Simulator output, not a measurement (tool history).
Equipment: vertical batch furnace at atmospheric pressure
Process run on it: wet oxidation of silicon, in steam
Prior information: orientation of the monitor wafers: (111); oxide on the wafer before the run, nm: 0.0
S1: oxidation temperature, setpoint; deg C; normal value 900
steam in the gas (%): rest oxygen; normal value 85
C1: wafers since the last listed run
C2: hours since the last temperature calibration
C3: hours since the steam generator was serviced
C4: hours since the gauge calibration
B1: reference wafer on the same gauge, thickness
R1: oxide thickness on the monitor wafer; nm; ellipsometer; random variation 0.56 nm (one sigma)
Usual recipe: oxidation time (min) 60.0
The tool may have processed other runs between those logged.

Run 1, day 0.000: usual settings; C1 0; C2 2540.3; C3 959.2; C4 611.2; B1 207.12. Result: R1 211.55 nm.
At day 0.188: gauge calibrated.
Run 2, day 1.762: usual settings; C1 678; C2 2582.6; C3 1001.5; C4 37.8; B1 207.07. Result: R1 210.85 nm.
Run 3, day 3.246: usual settings; C1 571; C2 2618.2; C3 1037.1; C4 73.4; B1 206.83. Result: R1 211.18 nm.
At day 11.683: thermocouples replaced and temperature profile calibrated.
Run 4, day 11.996: usual settings but S1 914 deg C; C1 2984; C2 7.5; C3 1247.1; C4 283.4; B1 206.87. Result: R1 252.12 nm.
Run 5, day 14.946: usual settings but oxidation time (min) 41.5; C1 1136; C2 78.3; C3 1317.9; C4 354.2; B1 206.94. Result: R1 163.25 nm.
At day 16.871: thermocouples replaced and temperature profile calibrated, repeated, since the last time left the tool worse.
Run 6, day 16.892: usual settings but oxidation time (min) 52.0; C1 364; C2 0.5; C3 1364.6; C4 400.9; B1 207.08. Result: R1 183.18 nm.
Run 7, day 18.479: usual settings; C1 611; C2 38.6; C3 1402.7; C4 439.0; B1 207.13. Result: R1 205.72 nm.

What does the tool deliver on the next run?
Run 8, day 20.329: usual settings but S1 923 deg C; C1 712; C2 83.0; C3 1447.1; C4 483.4; B1 ?. Result: R1 ?.

For run 8 the tool returned B1 206.72, R1 259.98 nm.
Without the tool's hidden state the same run would have given R1 258.42 nm.
